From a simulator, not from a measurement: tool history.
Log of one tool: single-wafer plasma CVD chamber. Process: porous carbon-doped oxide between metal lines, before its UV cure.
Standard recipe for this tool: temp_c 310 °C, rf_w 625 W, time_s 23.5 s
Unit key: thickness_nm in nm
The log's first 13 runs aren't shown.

run,hour,temp_c,rf_w,time_s,wafers since the last listed run,hours since the last thermocouple change,hours since the last RF generator calibration,hours since the showerhead was replaced,hours since the gauge calibration,"read-back reference wafer on the same gauge, thickness_nm",thickness_nm
14,340.9,301,590,23.5,313,2268.3,136.1,376.7,1564.1,132.934,127.074
15,353.2,306,625,23.5,244,2280.6,148.4,389.0,1576.4,133.031,129.112
16,365.2,323,710,22.0,238,2292.6,160.4,401.0,1588.4,132.982,121.043
# hour 379.6: gauge calibrated
17,399.4,319,580,27.9,678,2326.8,194.6,435.2,19.8,132.939,135.922
18,431.3,299,555,20.1,633,2358.7,226.5,467.1,51.7,133.162,106.059
# hour 452.4: RF generator calibrated, repeated, since the last time left the tool worse
19,462.3,310,625,23.5,456,2389.7,9.9,498.1,82.7,132.959,135.974
# hour 483.9: thermocouple changed; heater temperature recalibrated
20,490.4,298,575,28.2,398,6.5,38.0,526.2,110.8,133.128,163.390
21,523.9,321,700,22.2,664,40.0,71.5,559.7,144.3,133.113,132.555
22,587.1,310,710,23.5,1254,103.2,134.7,622.9,207.5,133.127,148.744
23,616.2,310,625,20.6,577,132.3,163.8,652.0,236.6,133.008,119.814
24,630.4,317,740,21.5,281,146.5,178.0,666.2,250.8,132.757,136.375
25,662.0,298,590,19.8,627,178.1,209.6,697.8,282.4,132.848,115.699
26,695.5,324,515,23.5,664,211.6,243.1,731.3,315.9,133.221,108.479
27,725.0,310,625,23.5,585,241.1,272.6,760.8,345.4,133.182,134.321
28,738.5,310,625,23.5,267,254.6,286.1,774.3,358.9,133.008,133.934
29,760.8,317,740,21.5,442,276.9,308.4,796.6,381.2,132.943,134.252
30,780.0,317,625,22.4,381,296.1,327.6,815.8,400.4,133.012,123.801
31,801.1,322,690,19.2,418,317.2,348.7,836.9,421.5,133.038,112.197
32,828.2,314,625,19.1,537,344.3,375.8,864.0,448.6,133.117,107.561
33,856.5,310,625,25.2,561,372.6,404.1,892.3,476.9,132.939,143.726

What if the next run were any one of these 5? Each begins from the tool's condition after run 33:
A,856.9,310,625,23.5,7,373.0,404.5,892.7,477.3,?,?
B,856.9,310,690,23.5,7,373.0,404.5,892.7,477.3,?,?
C,856.9,310,680,23.5,7,373.0,404.5,892.7,477.3,?,?
D,856.9,299,625,20.6,7,373.0,404.5,892.7,477.3,?,?
E,856.9,314,735,24.9,7,373.0,404.5,892.7,477.3,?,?

run,"read-back reference wafer on the same gauge, thickness_nm",thickness_nm
A,132.963,133.912
B,132.963,143.846
C,132.963,142.358
D,132.963,124.599
E,132.963,156.093
The same runs, with their run-to-run variation unchanged, on a tool lacking any hidden condition would have given:
run,thickness_nm
A,137.095
B,147.211
C,145.689
D,127.561
E,159.745
